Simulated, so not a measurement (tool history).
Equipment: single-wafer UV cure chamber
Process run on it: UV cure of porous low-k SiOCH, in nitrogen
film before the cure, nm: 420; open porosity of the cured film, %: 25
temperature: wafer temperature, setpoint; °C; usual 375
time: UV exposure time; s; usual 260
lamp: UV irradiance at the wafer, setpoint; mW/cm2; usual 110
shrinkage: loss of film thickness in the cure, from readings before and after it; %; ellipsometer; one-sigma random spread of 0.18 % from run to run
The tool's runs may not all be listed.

run 1 hour=0.0 | temperature=375 time=195 lamp=110 | shrinkage=11.382
run 2 hour=35.5 | temperature=375 time=195 lamp=110 | shrinkage=11.447
-- hour=55.2 quartz window cleaned
run 3 hour=55.7 | temperature=375 time=260 lamp=110 | shrinkage=13.562
run 4 hour=80.1 | temperature=363 time=260 lamp=110 | shrinkage=13.041
run 5 hour=110.0 | temperature=363 time=260 lamp=110 | shrinkage=13.116
run 6 hour=145.3 | temperature=363 time=260 lamp=110 | shrinkage=13.022
run 7 hour=248.5 | temperature=375 time=260 lamp=110 | shrinkage=13.276
run 8 hour=279.4 | temperature=375 time=260 lamp=110 | shrinkage=12.774
run 9 hour=293.1 | temperature=375 time=260 lamp=110 | shrinkage=13.231
run 10 hour=317.4 | temperature=375 time=320 lamp=110 | shrinkage=14.109
-- hour=349.2 UV bulbs replaced
run 11 hour=349.7 | temperature=375 time=320 lamp=110 | shrinkage=13.835
run 12 hour=380.2 | temperature=375 time=320 lamp=110 | shrinkage=14.161
run 13 hour=405.5 | temperature=375 time=260 lamp=110 | shrinkage=12.824
run 14 hour=427.9 | temperature=375 time=260 lamp=110 | shrinkage=12.968
run 15 hour=451.9 | temperature=375 time=260 lamp=133 | shrinkage=13.909
run 16 hour=480.0 | temperature=375 time=260 lamp=110 | shrinkage=12.762
run 17 hour=502.3 | temperature=375 time=260 lamp=110 | shrinkage=12.673
run 18 hour=535.9 | temperature=375 time=260 lamp=110 | shrinkage=12.679
run 19 hour=550.8 | temperature=375 time=260 lamp=110 | shrinkage=12.578
-- hour=560.1 quartz window cleaned
run 20 hour=563.5 | temperature=375 time=260 lamp=110 | shrinkage=11.965
run 21 hour=575.8 | temperature=375 time=260 lamp=110 | shrinkage=11.981
run 22 hour=611.3 | temperature=375 time=350 lamp=120 | shrinkage=13.983
run 23 hour=645.1 | temperature=362 time=260 lamp=128 | shrinkage=12.540
run 24 hour=664.6 | temperature=375 time=315 lamp=146 | shrinkage=14.807
run 25 hour=679.2 | temperature=389 time=215 lamp=143 | shrinkage=12.800
run 26 hour=697.3 | temperature=356 time=260 lamp=110 | shrinkage=11.696
run 27 hour=722.2 | temperature=375 time=260 lamp=110 | shrinkage=12.191
-- hour=742.6 quartz window cleaned, repeated, since the last time left the tool worse
run 28 hour=745.8 | temperature=363 time=385 lamp=110 | shrinkage=15.242
run 29 hour=769.7 | temperature=375 time=260 lamp=110 | shrinkage=13.449
run 30 hour=793.6 | temperature=375 time=260 lamp=72 | shrinkage=11.262
run 31 hour=828.0 | temperature=375 time=260 lamp=110 | shrinkage=13.530
run 32 hour=848.3 | temperature=362 time=210 lamp=96 | shrinkage=11.737
run 33 hour=875.5 | temperature=386 time=200 lamp=128 | shrinkage=12.813
run 34 hour=894.5 | temperature=375 time=320 lamp=110 | shrinkage=14.585
run 35 hour=923.0 | temperature=375 time=155 lamp=110 | shrinkage=11.180
run 36 hour=939.1 | temperature=375 time=260 lamp=110 | shrinkage=13.450
run 37 hour=956.0 | temperature=375 time=120 lamp=110 | shrinkage=9.452
run 38 hour=976.6 | temperature=375 time=260 lamp=80 | shrinkage=11.460
run 39 hour=990.4 | temperature=363 time=260 lamp=110 | shrinkage=13.160
run 40 hour=1018.3 | temperature=375 time=140 lamp=110 | shrinkage=10.153
run 41 hour=1053.2 | temperature=375 time=320 lamp=130 | shrinkage=15.135
run 42 hour=1085.1 | temperature=375 time=260 lamp=110 | shrinkage=13.171
run 43 hour=1103.8 | temperature=389 time=365 lamp=82 | shrinkage=13.640

Each row is a separate what-if for the run after 43, all from the same tool condition, not one after another. Results?
run A hour=1104.3 | temperature=388 time=260 lamp=110 | shrinkage=?
run B hour=1104.3 | temperature=369 time=315 lamp=110 | shrinkage=?
run C hour=1104.3 | temperature=375 time=260 lamp=94 | shrinkage=?

run=A shrinkage=13.398
run=B shrinkage=13.976
run=C shrinkage=12.349
What these runs would have given with no unlogged condition in the tool:
run=A shrinkage=13.768
run=B shrinkage=14.351
run=C shrinkage=12.712
